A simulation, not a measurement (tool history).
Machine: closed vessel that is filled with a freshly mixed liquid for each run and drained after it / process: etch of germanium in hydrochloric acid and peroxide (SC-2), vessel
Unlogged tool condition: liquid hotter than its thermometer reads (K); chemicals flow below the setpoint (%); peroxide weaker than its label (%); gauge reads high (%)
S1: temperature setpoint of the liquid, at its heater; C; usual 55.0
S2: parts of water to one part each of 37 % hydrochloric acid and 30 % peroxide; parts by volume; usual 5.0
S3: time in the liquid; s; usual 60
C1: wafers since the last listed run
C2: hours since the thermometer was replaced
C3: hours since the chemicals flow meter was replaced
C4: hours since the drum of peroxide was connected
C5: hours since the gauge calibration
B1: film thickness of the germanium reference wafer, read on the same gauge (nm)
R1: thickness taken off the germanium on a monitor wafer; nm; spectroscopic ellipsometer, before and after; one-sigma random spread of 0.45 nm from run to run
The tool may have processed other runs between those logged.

run 1 hour=0.0 | S1=55.0 S2=5.0 S3=60 | C1=0 C2=1168.8 C3=2662.5 C4=326.8 C5=16.1 | B1=79.98 | R1=162.77
run 2 hour=10.8 | S1=55.0 S2=5.0 S3=60 | C1=1029 C2=1179.6 C3=2673.3 C4=337.6 C5=26.9 | B1=80.00 | R1=162.76
run 3 hour=27.5 | S1=55.0 S2=6.5 S3=80 | C1=1591 C2=1196.3 C3=2690.0 C4=354.3 C5=43.6 | B1=80.00 | R1=214.53
run 4 hour=39.9 | S1=55.0 S2=5.0 S3=60 | C1=1181 C2=1208.7 C3=2702.4 C4=366.7 C5=56.0 | B1=80.04 | R1=162.61
run 5 hour=47.9 | S1=55.0 S2=5.0 S3=60 | C1=762 C2=1216.7 C3=2710.4 C4=374.7 C5=64.0 | B1=80.04 | R1=162.78
run 6 hour=57.7 | S1=61.0 S2=6.5 S3=60 | C1=933 C2=1226.5 C3=2720.2 C4=384.5 C5=73.8 | B1=80.00 | R1=193.67
run 7 hour=68.8 | S1=61.0 S2=6.5 S3=60 | C1=1057 C2=1237.6 C3=2731.3 C4=395.6 C5=84.9 | B1=79.99 | R1=192.13
-- hour=75.3 thermometer replaced
-- hour=76.1 chemicals flow meter replaced
run 8 hour=76.6 | S1=55.0 S2=5.0 S3=60 | C1=564 C2=1.3 C3=0.5 C4=403.4 C5=92.7 | B1=79.95 | R1=149.93
run 9 hour=89.1 | S1=64.5 S2=7.0 S3=60 | C1=1191 C2=13.8 C3=13.0 C4=415.9 C5=105.2 | B1=80.00 | R1=196.22
run 10 hour=106.3 | S1=51.5 S2=6.5 S3=60 | C1=1638 C2=31.0 C3=30.2 C4=433.1 C5=122.4 | B1=79.99 | R1=133.30
run 11 hour=124.2 | S1=61.0 S2=5.0 S3=60 | C1=1705 C2=48.9 C3=48.1 C4=451.0 C5=140.3 | B1=80.02 | R1=179.90
run 12 hour=136.5 | S1=55.0 S2=4.0 S3=70 | C1=1171 C2=61.2 C3=60.4 C4=463.3 C5=152.6 | B1=80.01 | R1=176.46
-- hour=140.8 gauge calibrated
run 13 hour=146.9 | S1=55.0 S2=5.5 S3=30 | C1=990 C2=71.6 C3=70.8 C4=473.7 C5=6.1 | B1=80.00 | R1=75.17
-- hour=153.7 new drum of peroxide connected
run 14 hour=163.0 | S1=55.0 S2=5.0 S3=60 | C1=1438 C2=87.7 C3=86.9 C4=9.3 C5=22.2 | B1=79.96 | R1=151.00
run 15 hour=180.5 | S1=63.0 S2=5.0 S3=60 | C1=1667 C2=105.2 C3=104.4 C4=26.8 C5=39.7 | B1=80.03 | R1=191.86
run 16 hour=195.3 | S1=57.5 S2=5.0 S3=30 | C1=1410 C2=120.0 C3=119.2 C4=41.6 C5=54.5 | B1=79.99 | R1=81.47
run 17 hour=210.7 | S1=55.0 S2=5.0 S3=60 | C1=1467 C2=135.4 C3=134.6 C4=57.0 C5=69.9 | B1=80.01 | R1=151.40

Same runs, no hidden state in the tool, same run-to-run variation:
run=1 R1=149.70
run=2 R1=149.56
run=3 R1=197.08
run=4 R1=149.15
run=5 R1=149.21
run=6 R1=178.13
run=7 R1=176.62
run=8 R1=149.33
run=9 R1=195.31
run=10 R1=132.46
run=11 R1=178.62
run=12 R1=174.98
run=13 R1=74.50
run=14 R1=149.51
run=15 R1=189.83
run=16 R1=80.50
run=17 R1=149.39

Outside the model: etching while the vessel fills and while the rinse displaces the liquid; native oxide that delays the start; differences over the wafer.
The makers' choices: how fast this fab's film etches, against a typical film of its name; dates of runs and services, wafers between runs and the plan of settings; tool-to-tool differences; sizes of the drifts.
